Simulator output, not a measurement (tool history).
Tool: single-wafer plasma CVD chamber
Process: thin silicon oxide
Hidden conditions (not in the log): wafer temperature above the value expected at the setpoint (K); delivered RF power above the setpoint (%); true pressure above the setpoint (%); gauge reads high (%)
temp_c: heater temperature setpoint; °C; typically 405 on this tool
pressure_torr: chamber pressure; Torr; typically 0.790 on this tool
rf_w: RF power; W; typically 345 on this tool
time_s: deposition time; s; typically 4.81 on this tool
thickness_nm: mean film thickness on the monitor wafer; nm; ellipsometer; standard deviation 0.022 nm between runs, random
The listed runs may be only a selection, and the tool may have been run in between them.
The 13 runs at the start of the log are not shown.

run,hour,temp_c,pressure_torr,rf_w,time_s,wafers since the last listed run,hours since the last thermocouple change,hours since the last RF generator calibration,hours since the last manometer calibration,hours since the showerhead was replaced,hours since the gauge calibration,"read-back reference wafer on the same gauge, thickness_nm",thickness_nm
14,146.0,405,0.790,345,5.16,274,62.8,1359.7,61.3,6162.9,293.8,10.405,9.716
15,157.4,395,0.622,380,4.20,377,74.2,1371.1,72.7,6174.3,305.2,10.413,7.090
16,169.5,398,0.951,365,4.81,400,86.3,1383.2,84.8,6186.4,317.3,10.411,10.359
# hour 184.9: RF generator calibrated
17,185.4,405,0.790,345,4.07,261,102.2,0.5,100.7,6202.3,333.2,10.408,7.684
18,187.1,405,0.790,345,4.81,56,103.9,2.2,102.4,6204.0,334.9,10.412,9.069
19,226.4,405,0.790,345,5.68,1299,143.2,41.5,141.7,6243.3,374.2,10.413,10.666
20,233.3,413,0.918,325,4.81,228,150.1,48.4,148.6,6250.2,381.1,10.410,9.658
21,244.8,405,0.790,395,4.30,380,161.6,59.9,160.1,6261.7,392.6,10.414,8.470
# hour 254.7: showerhead replaced
22,255.2,405,0.790,345,4.81,79,172.0,70.3,170.5,0.5,403.0,10.407,9.030
# hour 272.7: gauge calibrated
23,275.4,417,0.790,300,5.10,668,192.2,90.5,190.7,20.7,2.7,10.399,9.061
24,286.7,411,0.853,345,4.81,373,203.5,101.8,202.0,32.0,14.0,10.429,9.479
25,296.6,405,0.909,345,5.60,327,213.4,111.7,211.9,41.9,23.9,10.414,11.446
26,308.7,405,0.906,325,4.81,400,225.5,123.8,224.0,54.0,36.0,10.404,9.625
27,325.7,405,0.790,345,4.81,562,242.5,140.8,241.0,71.0,53.0,10.402,9.086
28,337.6,405,0.841,370,4.81,393,254.4,152.7,252.9,82.9,64.9,10.416,9.661
29,353.1,405,0.907,375,4.81,512,269.9,168.2,268.4,98.4,80.4,10.417,10.097
30,376.9,405,0.790,345,4.81,787,293.7,192.0,292.2,122.2,104.2,10.408,9.052

3 ways to go on from here, each from the tool as it stands after run 30. What would each give?
A,377.3,405,0.790,345,4.81,13,294.1,192.4,292.6,122.6,104.6,?,?
B,377.3,413,0.877,300,4.81,13,294.1,192.4,292.6,122.6,104.6,?,?
C,377.3,414,0.961,325,5.19,13,294.1,192.4,292.6,122.6,104.6,?,?

run,"read-back reference wafer on the same gauge, thickness_nm",thickness_nm
A,10.409,9.002
B,10.409,9.073
C,10.409,10.624
Without the tool's unlogged condition, the same runs would have read:
run,thickness_nm
A,9.002
B,9.073
C,10.624
